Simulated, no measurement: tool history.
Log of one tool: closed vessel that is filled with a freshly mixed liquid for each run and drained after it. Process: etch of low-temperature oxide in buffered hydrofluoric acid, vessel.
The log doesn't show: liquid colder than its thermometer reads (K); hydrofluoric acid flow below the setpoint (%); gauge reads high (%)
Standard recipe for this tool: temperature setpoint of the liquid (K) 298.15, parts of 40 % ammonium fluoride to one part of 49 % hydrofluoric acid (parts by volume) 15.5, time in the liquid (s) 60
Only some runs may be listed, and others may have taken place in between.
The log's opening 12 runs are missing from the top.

run,hour,temperature setpoint of the liquid (K),parts of 40 % ammonium fluoride to one part of 49 % hydrofluoric acid (parts by volume),time in the liquid (s),wafers since the last listed run,hours since the thermometer was replaced,hours since the hydrofluoric acid flow meter was replaced,hours since the gauge calibration,"read-back film thickness of the low-temperature oxide reference wafer, read on the same gauge (nm)",thickness taken off the low-temperature oxide on a monitor wafer (Å)
13,155.1,298.15,10.0,30,869,2522.4,54.3,169.9,29.99,582.9
14,163.8,298.15,15.5,60,610,2531.1,63.0,178.6,30.02,770.1
15,176.0,302.65,19.0,75,855,2543.3,75.2,190.8,29.95,972.7
16,188.3,298.15,15.5,60,862,2555.6,87.5,203.1,29.99,762.2
# hour 200.5: thermometer replaced
17,201.0,298.15,9.5,95,820,0.5,100.2,215.8,30.06,1910.3
18,210.3,298.15,15.5,60,652,9.8,109.5,225.1,29.97,754.5
19,219.8,298.15,15.5,60,666,19.3,119.0,234.6,29.98,757.7
20,228.8,296.15,21.0,90,631,28.3,128.0,243.6,29.93,768.1
21,239.6,293.65,19.5,60,757,39.1,138.8,254.4,30.02,473.9
22,251.3,298.15,15.5,60,820,50.8,150.5,266.1,30.04,755.2
23,260.4,294.65,15.5,45,638,59.9,159.6,275.2,30.03,468.4
24,276.1,294.15,21.0,75,1101,75.6,175.3,290.9,30.05,578.8
25,283.4,298.15,15.5,45,512,82.9,182.6,298.2,30.02,565.5
26,290.9,298.15,19.5,85,526,90.4,190.1,305.7,29.94,847.0
27,297.5,303.15,15.5,60,463,97.0,196.7,312.3,29.99,982.8
28,319.6,296.15,18.0,85,1550,119.1,218.8,334.4,30.01,815.5
29,328.3,300.15,15.5,60,610,127.8,227.5,343.1,30.02,840.0
30,337.2,298.15,12.5,70,624,136.7,236.4,352.0,29.97,1086.5
31,353.5,301.15,19.0,85,1143,153.0,252.7,368.3,30.02,1011.4
32,370.8,298.15,15.5,60,1213,170.3,270.0,385.6,29.99,750.0

Consider 4 possible next runs. They are alternatives, not a sequence: every one starts from the tool as it was left by run 32. What does each give?
A,371.5,298.15,15.5,60,49,171.0,270.7,386.3,?,?
B,371.5,301.15,17.0,60,49,171.0,270.7,386.3,?,?
C,371.5,295.15,15.5,60,49,171.0,270.7,386.3,?,?
D,371.5,295.65,15.5,75,49,171.0,270.7,386.3,?,?

run,"read-back film thickness of the low-temperature oxide reference wafer, read on the same gauge (nm)",thickness taken off the low-temperature oxide on a monitor wafer (Å)
A,30.01,755.4
B,30.01,810.6
C,30.01,640.8
D,30.01,823.5
What these runs would have given with no unlogged condition in the tool:
run,thickness taken off the low-temperature oxide on a monitor wafer (Å)
A,801.6
B,860.2
C,680.1
D,873.9
